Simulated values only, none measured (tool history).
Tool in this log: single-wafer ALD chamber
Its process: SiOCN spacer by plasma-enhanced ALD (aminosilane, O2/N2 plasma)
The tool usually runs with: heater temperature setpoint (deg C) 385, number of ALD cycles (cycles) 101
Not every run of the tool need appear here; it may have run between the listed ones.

run	hour	heater temperature setpoint (deg C)	number of ALD cycles (cycles)	wafers since the last listed run	hours since the last thermocouple change	hours since the gauge calibration	read-back reference wafer on the same gauge, thickness_nm	mean film thickness on the monitor wafer (angstrom)
1	0	380	101	0	1085.3	1474.4	4.904	58
2	67.3	385	101	135	1152.6	1541.7	4.91	58.42
3	135.3	385	101	136	1220.6	1609.7	4.913	58.64
4	223.4	385	101	176	1308.7	1697.8	4.913	58.56
5	321.7	385	101	197	1407	1796.1	4.918	58.92
6	361.2	381	101	79	1446.5	1835.6	4.926	58.53
7	440.9	381	101	159	1526.2	1915.3	4.928	59
8	530.9	385	101	180	1616.2	2005.3	4.932	59.02
9	600.5	394	101	139	1685.8	2074.9	4.938	59.27
10	813.5	377	101	427	1898.8	2287.9	4.951	59.03
11	875	377	101	123	1960.3	2349.4	4.954	59.37
12	971.2	377	101	193	2056.5	2445.6	4.96	59.14
13	1077.8	385	101	213	2163.1	2552.2	4.965	59.3
14	1118.7	376	101	82	2204	2593.1	4.966	59.59
15	1155.7	388	101	74	2241	2630.1	4.966	59.32
16	1226.4	388	101	141	2311.7	2700.8	4.974	59.41
17	1285	388	101	117	2370.3	2759.4	4.981	59.68
18	1376.1	385	101	182	2461.4	2850.5	4.979	59.51
19	1450.9	385	92	150	2536.2	2925.3	4.984	54.33
# hour 1494.6: gauge calibrated
20	1517.7	385	92	134	2603	23.1	4.821	52.49
21	1610.5	385	92	186	2695.8	115.9	4.829	52.38
22	1655.5	385	94	90	2740.8	160.9	4.83	53.81
23	1711.5	385	101	112	2796.8	216.9	4.836	57.51
24	1776.3	378	84	130	2861.6	281.7	4.837	48.32
25	1859.4	393	101	166	2944.7	364.8	4.841	57.66
26	1959.5	385	101	200	3044.8	464.9	4.85	57.51
27	2006.8	385	101	94	3092.1	512.2	4.851	57.94
28	2091.3	385	86	169	3176.6	596.7	4.852	49.37
29	2190.6	389	112	199	3275.9	696	4.862	64.46
# hour 2218.7: thermocouple changed; heater temperature recalibrated
30	2262.2	371	95	127	43.5	767.6	4.866	54.61
31	2305.6	372	101	87	86.9	811	4.869	58.39
32	2365.5	377	101	120	146.8	870.9	4.871	58.82
33	2416	385	94	101	197.3	921.4	4.875	53.97
34	2467.6	385	107	103	248.9	973	4.881	61.61
35	2550.4	380	88	166	331.7	1055.8	4.882	50.43
36	2752.6	385	86	405	533.9	1258	4.888	49.9
37	2835.9	391	109	167	617.2	1341.3	4.898	63.14
38	2883.7	381	111	95	665	1389.1	4.902	64.46
39	2919.8	385	101	72	701.1	1425.2	4.907	58.55
40	2967.8	397	121	96	749.1	1473.2	4.906	70.17
41	3057.2	385	83	179	838.5	1562.6	4.91	48.34
42	3152.3	385	101	190	933.6	1657.7	4.914	58.69
43	3244.5	395	84	185	1025.8	1749.9	4.926	48.89

Predict each of these 3 candidate next runs independently; none follows another, all start after run 43:
A	3245.1	385	101	1	1026.4	1750.5	?	?
B	3245.1	394	115	1	1026.4	1750.5	?	?
C	3245.1	385	87	1	1026.4	1750.5	?	?

run	read-back reference wafer on the same gauge, thickness_nm	mean film thickness on the monitor wafer (angstrom)
A	4.922	59.04
B	4.922	67.22
C	4.922	50.85
Had the tool no hidden state, the same runs would have come out as:
run	mean film thickness on the monitor wafer (angstrom)
A	57.81
B	65.83
C	49.8

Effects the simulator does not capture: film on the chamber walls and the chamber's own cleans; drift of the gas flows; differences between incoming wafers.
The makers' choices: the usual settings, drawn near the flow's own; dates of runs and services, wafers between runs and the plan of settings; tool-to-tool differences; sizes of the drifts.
